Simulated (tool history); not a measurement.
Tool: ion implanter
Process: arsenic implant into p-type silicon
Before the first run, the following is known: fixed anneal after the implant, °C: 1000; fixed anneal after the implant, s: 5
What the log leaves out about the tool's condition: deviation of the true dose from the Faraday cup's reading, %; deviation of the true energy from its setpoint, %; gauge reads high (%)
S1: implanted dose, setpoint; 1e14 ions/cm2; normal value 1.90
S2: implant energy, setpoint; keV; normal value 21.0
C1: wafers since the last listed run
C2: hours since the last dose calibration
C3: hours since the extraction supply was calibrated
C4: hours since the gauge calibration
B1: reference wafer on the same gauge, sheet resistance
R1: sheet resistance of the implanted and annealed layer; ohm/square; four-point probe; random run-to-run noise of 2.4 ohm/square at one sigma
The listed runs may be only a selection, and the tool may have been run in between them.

run 1 hour=0.0 | S1=1.90 S2=25.5 | C1=0 C2=429.7 C3=1250.2 C4=538.6 | B1=346.43 | R1=408.98
run 2 hour=75.2 | S1=1.90 S2=25.5 | C1=1402 C2=504.9 C3=1325.4 C4=613.8 | B1=345.11 | R1=411.63
run 3 hour=135.3 | S1=1.90 S2=21.0 | C1=1121 C2=565.0 C3=1385.5 C4=673.9 | B1=344.59 | R1=420.32
-- hour=146.5 gauge calibrated
run 4 hour=173.5 | S1=1.90 S2=21.0 | C1=712 C2=603.2 C3=1423.7 C4=27.0 | B1=354.31 | R1=439.06
run 5 hour=223.3 | S1=2.25 S2=27.0 | C1=929 C2=653.0 C3=1473.5 C4=76.8 | B1=353.50 | R1=370.43
run 6 hour=321.3 | S1=2.25 S2=27.0 | C1=1828 C2=751.0 C3=1571.5 C4=174.8 | B1=352.50 | R1=371.00
run 7 hour=421.2 | S1=1.90 S2=21.0 | C1=1863 C2=850.9 C3=1671.4 C4=274.7 | B1=350.97 | R1=430.54
run 8 hour=476.7 | S1=1.90 S2=21.0 | C1=1035 C2=906.4 C3=1726.9 C4=330.2 | B1=349.94 | R1=426.94
-- hour=484.8 Faraday cup replaced and dose calibrated
run 9 hour=555.7 | S1=1.90 S2=21.0 | C1=1324 C2=70.9 C3=1805.9 C4=409.2 | B1=349.05 | R1=424.47
run 10 hour=626.6 | S1=1.90 S2=21.0 | C1=1322 C2=141.8 C3=1876.8 C4=480.1 | B1=348.19 | R1=431.35
run 11 hour=706.4 | S1=2.29 S2=18.5 | C1=1488 C2=221.6 C3=1956.6 C4=559.9 | B1=346.88 | R1=376.94
run 12 hour=757.2 | S1=2.22 S2=18.5 | C1=947 C2=272.4 C3=2007.4 C4=610.7 | B1=345.78 | R1=384.24
run 13 hour=818.1 | S1=2.11 S2=24.5 | C1=1136 C2=333.3 C3=2068.3 C4=671.6 | B1=345.39 | R1=384.72
run 14 hour=893.6 | S1=2.10 S2=21.0 | C1=1408 C2=408.8 C3=2143.8 C4=747.1 | B1=344.47 | R1=397.45
-- hour=922.7 gauge calibrated
-- hour=948.3 extraction supply calibrated
run 15 hour=997.8 | S1=1.53 S2=18.5 | C1=1794 C2=513.0 C3=49.5 C4=75.1 | B1=352.10 | R1=518.03
run 16 hour=1082.5 | S1=1.45 S2=18.0 | C1=1580 C2=597.7 C3=134.2 C4=159.8 | B1=351.35 | R1=535.72
run 17 hour=1167.9 | S1=2.22 S2=23.5 | C1=1593 C2=683.1 C3=219.6 C4=245.2 | B1=350.04 | R1=375.16
run 18 hour=1206.3 | S1=1.90 S2=21.0 | C1=716 C2=721.5 C3=258.0 C4=283.6 | B1=349.31 | R1=429.98
-- hour=1250.5 Faraday cup replaced and dose calibrated
run 19 hour=1263.3 | S1=1.90 S2=21.0 | C1=914 C2=12.8 C3=315.0 C4=340.6 | B1=348.62 | R1=426.01
run 20 hour=1350.1 | S1=1.58 S2=21.0 | C1=1619 C2=99.6 C3=401.8 C4=427.4 | B1=347.16 | R1=487.21

Below are 3 alternative next runs, each starting from the tool's condition after run 20. Predict each:
run A hour=1350.5 | S1=1.90 S2=28.0 | C1=7 C2=100.0 C3=402.2 C4=427.8 | B1=? | R1=?
run B hour=1350.5 | S1=2.43 S2=16.5 | C1=7 C2=100.0 C3=402.2 C4=427.8 | B1=? | R1=?
run C hour=1350.5 | S1=2.23 S2=14.5 | C1=7 C2=100.0 C3=402.2 C4=427.8 | B1=? | R1=?

run=A B1=347.19 R1=409.49
run=B B1=347.19 R1=370.37
run=C B1=347.19 R1=401.64
Stripped of hidden state, with their random variation kept, the same runs would have yielded:
run=A R1=417.22
run=B R1=377.36
run=C R1=409.22

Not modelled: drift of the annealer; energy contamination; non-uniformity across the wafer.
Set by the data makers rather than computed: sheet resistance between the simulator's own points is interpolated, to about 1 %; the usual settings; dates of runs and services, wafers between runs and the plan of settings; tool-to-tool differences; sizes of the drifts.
